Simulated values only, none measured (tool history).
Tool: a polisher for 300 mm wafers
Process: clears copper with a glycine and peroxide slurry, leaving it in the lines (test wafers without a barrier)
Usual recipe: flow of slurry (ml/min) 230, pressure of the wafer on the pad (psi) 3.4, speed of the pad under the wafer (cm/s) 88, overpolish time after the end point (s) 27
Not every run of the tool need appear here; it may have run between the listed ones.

run    hour  flow of slurry (ml/min)  pressure of the wafer on the pad (psi)  speed of the pad under the wafer (cm/s)  overpolish time after the end point (s)  wafers since the last listed run  wafers polished on this pad  hours since the slurry nozzle was cleaned  hours since the head pressure was calibrated  incoming thickness of the incoming film, nm  time until the end point was called (s)  dishing of a wide line in a test structure (angstrom)
  1       0                      230                                     3.9                                       88                                       30                                 0                         2114                                      349.9                                          51.3                                        547.3                                    103.6                                                    937
  2    63.3                      230                                     3.9                                       88                                       30                               520                         2635                                      413.2                                         114.6                                        550.5                                    104.8                                                    953
       67.7  -- worn pad replaced by a new one
  3    98.2                      230                                     3.9                                       88                                       30                               254                          251                                      448.1                                         149.5                                        553.7                                     94.4                                                   1000
  4   168.3                      230                                     3.4                                       88                                       27                               576                          827                                      518.2                                         219.6                                        557.6                                    108.6                                                    863
  5     239                      230                                     3.4                                       88                                       27                               581                         1409                                      588.9                                         290.3                                        549.7                                    108.7                                                    858
  6   270.6                      230                                     3.4                                       88                                       27                               259                         1669                                      620.5                                         321.9                                        553.5                                    109.5                                                    845
      313.7  -- slurry nozzle cleaned
  7   324.1                      230                                     3.4                                       88                                       27                               431                         2101                                       10.4                                         375.4                                          559                                    108.7                                                    843
        348  -- worn pad replaced by a new one
      428.4  -- head pressure recalibrated
  8   472.3                      230                                     3.4                                       88                                       27                              1169                         1006                                      158.6                                          43.9                                        559.9                                    105.2                                                    870
  9   503.6                      230                                     3.4                                       88                                       27                               257                         1263                                      189.9                                          75.2                                        554.5                                    102.3                                                    874
 10   544.9                      230                                     3.4                                       88                                       23                               339                         1603                                      231.2                                         116.5                                        550.8                                    105.2                                                    759
 11   611.1                      230                                     3.4                                       88                                       27                               544                         2147                                      297.4                                         182.7                                        543.9                                      105                                                    845
      629.4  -- worn pad replaced by a new one
 12   660.4                      185                                     3.4                                       88                                       27                               372                          255                                      346.7                                           232                                        548.2                                    104.3                                                    882
 13   713.5                      230                                     3.4                                       88                                       27                               436                          692                                      399.8                                         285.1                                        546.1                                    102.7                                                    896
 14   857.5                      230                                     3.4                                       88                                       27                              1184                         1876                                      543.8                                         429.1                                        543.3                                    108.2                                                    859
 15   888.6                      230                                     3.4                                       88                                       27                               255                         2132                                      574.9                                         460.2                                        551.4                                    111.2                                                    853
      907.8  -- worn pad replaced by a new one
        923  -- head pressure recalibrated
      978.9  -- slurry nozzle cleaned
 16    1091                      230                                     3.4                                       88                                       27                              1607                         1482                                      112.1                                           168                                        557.1                                    106.8                                                    852
 17  1147.1                      230                                     3.4                                       88                                       27                               461                         1943                                      168.2                                         224.1                                        543.4                                    107.5                                                    842
     1209.8  -- worn pad replaced by a new one
 18  1211.8                      190                                     3.4                                       62                                       16                               499                           16                                      232.9                                         288.8                                        555.6                                    131.1                                                    482
 19  1274.3                      265                                     3.4                                       88                                       27                               514                          530                                      295.4                                         351.3                                          560                                      104                                                    876
 20  1341.3                      260                                     4.6                                       88                                       27                               551                         1081                                      362.4                                         418.3                                        560.2                                       91                                                    970
 21  1367.3                      265                                     3.8                                       88                                       40                               213                         1295                                      388.4                                         444.3                                          564                                    104.1                                                   1175
 22  1400.1                      290                                     3.4                                       58                                       16                               269                         1565                                      421.2                                         477.1                                        554.3                                    143.5                                                    439
     1407.1  -- head pressure recalibrated
 23  1469.6                      230                                     3.4                                       88                                       27                               555                         2120                                      490.7                                          62.5                                          553                                    114.7                                                    825
 24  1517.2                      275                                     3.4                                       88                                       27                               391                         2512                                      538.3                                         110.1                                        544.2                                    112.4                                                    822
 25  1546.3                      180                                     3.4                                      106                                       18                               239                         2751                                      567.4                                         139.2                                          559                                    104.4                                                    632
 26  1575.1                      230                                     2.5                                       64                                       16                               236                         2988                                      596.2                                           168                                        557.5                                    172.8                                                    377
     1582.1  -- worn pad replaced by a new one
 27    1610                      230                                     3.4                                       88                                       11                               254                          229                                      631.1                                         202.9                                        559.8                                    104.8                                                    438
     1628.4  -- slurry nozzle cleaned
 28  1634.3                      295                                     2.3                                       88                                       27                               191                          421                                        5.9                                         227.2                                        556.7                                    114.2                                                    798

Forecast each of these 5 alternatives for the next run:
  A  1634.8                      230                                     3.4                                       88                                       27                                 4                          425                                        6.4                                         227.7                                        553.3                                        ?                                                      ?
  B  1634.8                      230                                     2.7                                       80                                       27                                 4                          425                                        6.4                                         227.7                                        553.3                                        ?                                                      ?
  C  1634.8                      200                                     3.9                                       88                                       35                                 4                          425                                        6.4                                         227.7                                        553.3                                        ?                                                      ?
  D  1634.8                      230                                     2.8                                      108                                       27                                 4                          425                                        6.4                                         227.7                                        553.3                                        ?                                                      ?
  E  1634.8                      205                                     3.4                                       66                                       27                                 4                          425                                        6.4                                         227.7                                        553.3                                        ?                                                      ?

run  time until the end point was called (s)  dishing of a wide line in a test structure (angstrom)
  A                                    101.2                                                    912
  B                                    120.7                                                    799
  C                                     95.3                                                   1132
  D                                     95.3                                                    934
  E                                    125.2                                                    789
Without the tool's unlogged condition, the same runs would have read:
run  time until the end point was called (s)  dishing of a wide line in a test structure (angstrom)
  A                                       98                                                    932
  B                                    116.9                                                    818
  C                                     92.3                                                   1154
  D                                     92.3                                                    954
  E                                    121.2                                                    808
